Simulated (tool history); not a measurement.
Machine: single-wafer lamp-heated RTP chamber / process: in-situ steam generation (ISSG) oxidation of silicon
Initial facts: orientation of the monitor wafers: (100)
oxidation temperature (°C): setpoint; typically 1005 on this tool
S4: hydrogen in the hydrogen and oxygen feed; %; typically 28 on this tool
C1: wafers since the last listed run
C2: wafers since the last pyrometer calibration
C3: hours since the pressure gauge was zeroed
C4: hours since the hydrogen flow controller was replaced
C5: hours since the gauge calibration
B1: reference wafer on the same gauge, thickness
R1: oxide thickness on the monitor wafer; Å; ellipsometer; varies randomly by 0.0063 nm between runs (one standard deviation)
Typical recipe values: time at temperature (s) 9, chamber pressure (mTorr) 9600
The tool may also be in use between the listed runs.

run 1 day=0.000 | oxidation_temperature_(°C)=1014 time_at_temperature_(s)=9 chamber_pressure_(mTorr)=9600 S4=28 | C1=0 C2=265 C3=4326.5 C4=4600.3 C5=469.5 | B1=4.039 | R1=43.11
run 2 day=0.967 | oxidation_temperature_(°C)=1014 time_at_temperature_(s)=9 chamber_pressure_(mTorr)=9600 S4=28 | C1=325 C2=591 C3=4349.7 C4=4623.5 C5=492.7 | B1=4.040 | R1=43.15
run 3 day=2.300 | oxidation_temperature_(°C)=1005 time_at_temperature_(s)=7 chamber_pressure_(mTorr)=9600 S4=28 | C1=449 C2=1040 C3=4381.7 C4=4655.5 C5=524.7 | B1=4.039 | R1=37.77
-- day=2.517 gauge calibrated
run 4 day=3.475 | oxidation_temperature_(°C)=1005 time_at_temperature_(s)=7 chamber_pressure_(mTorr)=9600 S4=28 | C1=395 C2=1436 C3=4409.9 C4=4683.7 C5=23.0 | B1=4.040 | R1=37.81
run 5 day=4.738 | oxidation_temperature_(°C)=1005 time_at_temperature_(s)=7 chamber_pressure_(mTorr)=9600 S4=28 | C1=425 C2=1862 C3=4440.2 C4=4714.0 C5=53.3 | B1=4.040 | R1=37.88
run 6 day=5.958 | oxidation_temperature_(°C)=1005 time_at_temperature_(s)=9 chamber_pressure_(mTorr)=9600 S4=28 | C1=411 C2=2273 C3=4469.5 C4=4743.3 C5=82.6 | B1=4.040 | R1=42.00
-- day=8.079 pyrometer window cleaned and pyrometer calibrated
-- day=9.279 hydrogen flow controller replaced
run 7 day=9.946 | oxidation_temperature_(°C)=1005 time_at_temperature_(s)=9 chamber_pressure_(mTorr)=9600 S4=28 | C1=1118 C2=517 C3=4565.2 C4=16.0 C5=178.3 | B1=4.041 | R1=41.88
run 8 day=10.846 | oxidation_temperature_(°C)=1005 time_at_temperature_(s)=9 chamber_pressure_(mTorr)=9600 S4=28 | C1=303 C2=820 C3=4586.8 C4=37.6 C5=199.9 | B1=4.039 | R1=41.97
run 9 day=12.254 | oxidation_temperature_(°C)=1005 time_at_temperature_(s)=9 chamber_pressure_(mTorr)=9600 S4=28 | C1=474 C2=1294 C3=4620.6 C4=71.4 C5=233.7 | B1=4.041 | R1=41.94
-- day=12.925 pressure gauge zeroed
run 10 day=12.946 | oxidation_temperature_(°C)=1005 time_at_temperature_(s)=9 chamber_pressure_(mTorr)=9600 S4=28 | C1=120 C2=1415 C3=0.5 C4=88.0 C5=250.3 | B1=4.042 | R1=42.08
run 11 day=13.546 | oxidation_temperature_(°C)=1005 time_at_temperature_(s)=9 chamber_pressure_(mTorr)=9600 S4=28 | C1=202 C2=1617 C3=14.9 C4=102.4 C5=264.7 | B1=4.040 | R1=42.06
run 12 day=14.117 | oxidation_temperature_(°C)=1005 time_at_temperature_(s)=9 chamber_pressure_(mTorr)=9600 S4=28 | C1=192 C2=1810 C3=28.6 C4=116.1 C5=278.4 | B1=4.040 | R1=42.22
run 13 day=14.908 | oxidation_temperature_(°C)=1005 time_at_temperature_(s)=10 chamber_pressure_(mTorr)=9600 S4=28 | C1=266 C2=2076 C3=47.6 C4=135.1 C5=297.4 | B1=4.039 | R1=44.12
run 14 day=16.262 | oxidation_temperature_(°C)=1005 time_at_temperature_(s)=9 chamber_pressure_(mTorr)=9600 S4=28 | C1=456 C2=2533 C3=80.1 C4=167.6 C5=329.9 | B1=4.040 | R1=42.24
run 15 day=17.575 | oxidation_temperature_(°C)=1024 time_at_temperature_(s)=6 chamber_pressure_(mTorr)=10200 S4=23 | C1=442 C2=2975 C3=111.6 C4=199.1 C5=361.4 | B1=4.039 | R1=35.43
run 16 day=18.142 | oxidation_temperature_(°C)=1005 time_at_temperature_(s)=9 chamber_pressure_(mTorr)=9600 S4=28 | C1=190 C2=3166 C3=125.2 C4=212.7 C5=375.0 | B1=4.039 | R1=42.21
-- day=19.458 pyrometer window cleaned and pyrometer calibrated
run 17 day=19.479 | oxidation_temperature_(°C)=1005 time_at_temperature_(s)=9 chamber_pressure_(mTorr)=9600 S4=28 | C1=338 C2=7 C3=157.3 C4=244.8 C5=407.1 | B1=4.039 | R1=41.78
run 18 day=20.129 | oxidation_temperature_(°C)=1005 time_at_temperature_(s)=9 chamber_pressure_(mTorr)=10200 S4=28 | C1=219 C2=226 C3=172.9 C4=260.4 C5=422.7 | B1=4.041 | R1=41.20
-- day=21.083 gauge calibrated
run 19 day=21.150 | oxidation_temperature_(°C)=1005 time_at_temperature_(s)=9 chamber_pressure_(mTorr)=9600 S4=28 | C1=343 C2=570 C3=197.4 C4=284.9 C5=1.6 | B1=4.040 | R1=41.85
run 20 day=22.625 | oxidation_temperature_(°C)=1005 time_at_temperature_(s)=9 chamber_pressure_(mTorr)=9600 S4=19 | C1=496 C2=1067 C3=232.8 C4=320.3 C5=37.0 | B1=4.040 | R1=38.04
run 21 day=23.242 | oxidation_temperature_(°C)=1021 time_at_temperature_(s)=13 chamber_pressure_(mTorr)=9600 S4=31 | C1=207 C2=1275 C3=247.6 C4=335.1 C5=51.8 | B1=4.040 | R1=53.50
run 22 day=24.500 | oxidation_temperature_(°C)=1005 time_at_temperature_(s)=9 chamber_pressure_(mTorr)=9600 S4=28 | C1=423 C2=1699 C3=277.8 C4=365.3 C5=82.0 | B1=4.040 | R1=42.11
run 23 day=25.129 | oxidation_temperature_(°C)=1005 time_at_temperature_(s)=9 chamber_pressure_(mTorr)=9600 S4=22 | C1=211 C2=1911 C3=292.9 C4=380.4 C5=97.1 | B1=4.041 | R1=39.66
run 24 day=25.796 | oxidation_temperature_(°C)=999 time_at_temperature_(s)=13 chamber_pressure_(mTorr)=8100 S4=28 | C1=224 C2=2135 C3=308.9 C4=396.4 C5=113.1 | B1=4.041 | R1=49.28
run 25 day=27.188 | oxidation_temperature_(°C)=1000 time_at_temperature_(s)=7 chamber_pressure_(mTorr)=9600 S4=18 | C1=468 C2=2604 C3=342.3 C4=429.8 C5=146.5 | B1=4.039 | R1=33.37
run 26 day=28.062 | oxidation_temperature_(°C)=1005 time_at_temperature_(s)=9 chamber_pressure_(mTorr)=9600 S4=28 | C1=294 C2=2899 C3=363.3 C4=450.8 C5=167.5 | B1=4.038 | R1=42.08
run 27 day=29.154 | oxidation_temperature_(°C)=1019 time_at_temperature_(s)=9 chamber_pressure_(mTorr)=10200 S4=32 | C1=367 C2=3267 C3=389.5 C4=477.0 C5=193.7 | B1=4.040 | R1=45.14
run 28 day=30.246 | oxidation_temperature_(°C)=1005 time_at_temperature_(s)=9 chamber_pressure_(mTorr)=9600 S4=28 | C1=367 C2=3635 C3=415.7 C4=503.2 C5=219.9 | B1=4.041 | R1=42.29
-- day=31.108 pyrometer window cleaned and pyrometer calibrated
run 29 day=31.538 | oxidation_temperature_(°C)=1005 time_at_temperature_(s)=12 chamber_pressure_(mTorr)=9600 S4=32 | C1=322 C2=144 C3=446.7 C4=534.2 C5=250.9 | B1=4.040 | R1=48.67
run 30 day=33.000 | oxidation_temperature_(°C)=1021 time_at_temperature_(s)=12 chamber_pressure_(mTorr)=9600 S4=32 | C1=492 C2=636 C3=481.8 C4=569.3 C5=286.0 | B1=4.040 | R1=51.99
run 31 day=33.975 | oxidation_temperature_(°C)=1005 time_at_temperature_(s)=9 chamber_pressure_(mTorr)=10200 S4=32 | C1=328 C2=965 C3=505.2 C4=592.7 C5=309.4 | B1=4.041 | R1=42.77

Consider 4 possible next runs. They are alternatives, not a sequence: every one starts from the tool as it was left by run 31. What does each give?
run A day=33.992 | oxidation_temperature_(°C)=991 time_at_temperature_(s)=9 chamber_pressure_(mTorr)=9600 S4=28 | C1=5 C2=971 C3=505.6 C4=593.1 C5=309.8 | B1=? | R1=?
run B day=33.992 | oxidation_temperature_(°C)=1005 time_at_temperature_(s)=11 chamber_pressure_(mTorr)=9600 S4=32 | C1=5 C2=971 C3=505.6 C4=593.1 C5=309.8 | B1=? | R1=?
run C day=33.992 | oxidation_temperature_(°C)=992 time_at_temperature_(s)=8 chamber_pressure_(mTorr)=9600 S4=32 | C1=5 C2=971 C3=505.6 C4=593.1 C5=309.8 | B1=? | R1=?
run D day=33.992 | oxidation_temperature_(°C)=1014 time_at_temperature_(s)=9 chamber_pressure_(mTorr)=10200 S4=28 | C1=5 C2=971 C3=505.6 C4=593.1 C5=309.8 | B1=? | R1=?

run=A B1=4.040 R1=40.18
run=B B1=4.040 R1=47.20
run=C B1=4.040 R1=39.84
run=D B1=4.040 R1=42.57
Without the tool's unlogged condition, the same runs would have read:
run=A R1=40.01
run=B R1=46.96
run=C R1=39.68
run=D R1=42.36
